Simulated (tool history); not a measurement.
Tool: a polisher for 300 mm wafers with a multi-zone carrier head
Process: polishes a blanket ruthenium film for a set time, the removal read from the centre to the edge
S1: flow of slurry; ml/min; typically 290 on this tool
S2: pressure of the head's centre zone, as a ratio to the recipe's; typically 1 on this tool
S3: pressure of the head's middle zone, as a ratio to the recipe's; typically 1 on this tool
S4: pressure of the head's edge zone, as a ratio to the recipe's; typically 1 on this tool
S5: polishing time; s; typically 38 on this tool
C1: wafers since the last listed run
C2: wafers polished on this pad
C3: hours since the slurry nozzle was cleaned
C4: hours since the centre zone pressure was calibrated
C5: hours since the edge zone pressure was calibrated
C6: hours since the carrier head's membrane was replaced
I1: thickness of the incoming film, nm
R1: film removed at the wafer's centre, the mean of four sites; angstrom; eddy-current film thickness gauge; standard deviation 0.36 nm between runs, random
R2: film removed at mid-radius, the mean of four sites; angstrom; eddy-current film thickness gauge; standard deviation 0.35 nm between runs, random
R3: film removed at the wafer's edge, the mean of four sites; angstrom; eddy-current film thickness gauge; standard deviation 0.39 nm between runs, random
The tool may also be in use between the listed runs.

| run | hour | S1 | S2 | S3 | S4 | S5 | C1 | C2 | C3 | C4 | C5 | C6 | I1 | R1 | R2 | R3 |
|---|---|---|---|---|---|---|---|---|---|---|---|---|---|---|---|---|
| 1 | 0 | 290 | 1.11 | 1 | 1 | 38 | 0 | 2471 | 328.3 | 679.4 | 421.9 | 565.5 | 375.6 | 367 | 320 | 327 |
| 2 | 40.6 | 235 | 1 | 0.96 | 1.1 | 47 | 522 | 2994 | 368.9 | 720 | 462.5 | 606.1 | 371.5 | 403 | 381 | 412 |
| 3 | 90.6 | 290 | 1 | 0.95 | 1.08 | 38 | 643 | 3637 | 418.9 | 770 | 512.5 | 656.1 | 372.2 | 338 | 308 | 349 |
| 4 | 213.2 | 290 | 1 | 0.88 | 1 | 38 | 1578 | 5216 | 541.5 | 892.6 | 635.1 | 778.7 | 370 | 335 | 292 | 330 |
|  | 355.4 | centre zone pressure recalibrated |
|  | 481.8 | slurry nozzle cleaned |
| 5 | 505 | 290 | 1 | 1 | 1 | 38 | 3717 | 8934 | 23.2 | 149.6 | 926.9 | 1070.5 | 371.1 | 322 | 327 | 328 |
|  | 535.7 | worn pad replaced by a new one |
| 6 | 592.4 | 345 | 1 | 1 | 1 | 38 | 1073 | 729 | 110.6 | 237 | 1014.3 | 1157.9 | 371.3 | 330 | 325 | 337 |
| 7 | 654.7 | 235 | 1 | 1 | 1 | 38 | 802 | 1531 | 172.9 | 299.3 | 1076.6 | 1220.2 | 374 | 315 | 320 | 318 |
| 8 | 724 | 290 | 1 | 1 | 1 | 38 | 892 | 2424 | 242.2 | 368.6 | 1145.9 | 1289.5 | 367.2 | 323 | 318 | 333 |
| 9 | 778 | 290 | 0.89 | 1.04 | 0.97 | 38 | 695 | 3119 | 296.2 | 422.6 | 1199.9 | 1343.5 | 373.7 | 294 | 328 | 329 |
| 10 | 840.8 | 290 | 1 | 1 | 1 | 38 | 808 | 3927 | 359 | 485.4 | 1262.7 | 1406.3 | 362.7 | 322 | 323 | 328 |
|  | 902.9 | carrier head's membrane replaced by a new one |
| 11 | 904.2 | 290 | 0.94 | 1.07 | 0.95 | 31 | 751 | 4679 | 422.4 | 548.8 | 1326.1 | 1.3 | 373.3 | 254 | 275 | 266 |
| 12 | 990.2 | 290 | 1 | 1 | 0.94 | 27 | 1107 | 5786 | 508.4 | 634.8 | 1412.1 | 87.3 | 372.6 | 232 | 228 | 230 |
|  | 1086.4 | edge zone pressure recalibrated |
| 13 | 1220.4 | 290 | 1 | 1 | 1 | 38 | 2937 | 8724 | 738.6 | 865 | 134 | 317.5 | 368.2 | 329 | 319 | 319 |
|  | 1244.3 | slurry nozzle cleaned |
| 14 | 1267.2 | 195 | 1.11 | 0.91 | 1.09 | 38 | 589 | 9314 | 22.9 | 911.8 | 180.8 | 364.3 | 370.9 | 350 | 287 | 326 |
| 15 | 1374.6 | 355 | 1.07 | 0.95 | 1 | 26 | 1382 | 10696 | 130.3 | 1019.2 | 288.2 | 471.7 | 368.6 | 247 | 217 | 224 |
|  | 1380.8 | worn pad replaced by a new one |
|  | 1409.4 | centre zone pressure recalibrated |
| 16 | 1635.7 | 290 | 1 | 1 | 1.03 | 38 | 3284 | 3255 | 391.4 | 226.3 | 549.3 | 732.8 | 366.2 | 322 | 321 | 336 |
| 17 | 1727.5 | 260 | 1 | 1 | 1 | 43 | 1181 | 4437 | 483.2 | 318.1 | 641.1 | 824.6 | 369.5 | 358 | 359 | 368 |
| 18 | 1774.5 | 290 | 0.88 | 1.09 | 1 | 44 | 605 | 5042 | 530.2 | 365.1 | 688.1 | 871.6 | 373.7 | 340 | 401 | 377 |
| 19 | 1841.7 | 290 | 1 | 1 | 1 | 30 | 865 | 5907 | 597.4 | 432.3 | 755.3 | 938.8 | 366 | 253 | 252 | 259 |
| 20 | 1896.4 | 290 | 1 | 0.97 | 1 | 45 | 704 | 6611 | 652.1 | 487 | 810 | 993.5 | 375.8 | 387 | 374 | 387 |
| 21 | 1948.3 | 290 | 1 | 1 | 1 | 41 | 668 | 7279 | 704 | 538.9 | 861.9 | 1045.4 | 363.7 | 348 | 344 | 359 |
| 22 | 1989.2 | 290 | 1 | 1 | 1 | 38 | 526 | 7806 | 744.9 | 579.8 | 902.8 | 1086.3 | 369.6 | 326 | 325 | 324 |

Take each entry between the runs: how does the hidden state at the last listed run before it differ from the hidden state at the first listed run after it?
Between runs 4 and 5: centre zone pressure recalibrated (hour 355.4); slurry nozzle cleaned (hour 481.8)
  deviation of the centre zone's pressure from its setpoint, %: 5.19 -> 0.658
  what was measured, less what the result would be without the hidden state, R1: +14 -> +2 angstrom
Between runs 5 and 6: worn pad replaced by a new one (hour 535.7)
  deviation of the centre zone's pressure from its setpoint, %: 0.658 -> 0.852
  what was measured, less what the result would be without the hidden state, R1: +2 -> +2 angstrom
Between runs 10 and 11: carrier head's membrane replaced by a new one (hour 902.9)
  deviation of the centre zone's pressure from its setpoint, %: 1.88 -> 2.26
  what was measured, less what the result would be without the hidden state, R1: +5 -> +5 angstrom
Between runs 12 and 13: edge zone pressure recalibrated (hour 1086.4)
  deviation of the centre zone's pressure from its setpoint, %: 2.85 -> 4.83
  what was measured, less what the result would be without the hidden state, R1: +5 -> +13 angstrom
Between runs 13 and 14: slurry nozzle cleaned (hour 1244.3)
  deviation of the centre zone's pressure from its setpoint, %: 4.83 -> 5.31
  what was measured, less what the result would be without the hidden state, R1: +13 -> +15 angstrom
Between runs 15 and 16: worn pad replaced by a new one (hour 1380.8); centre zone pressure recalibrated (hour 1409.4)
  deviation of the centre zone's pressure from its setpoint, %: 6.5 -> 0.938
  what was measured, less what the result would be without the hidden state, R1: +13 -> +2 angstrom
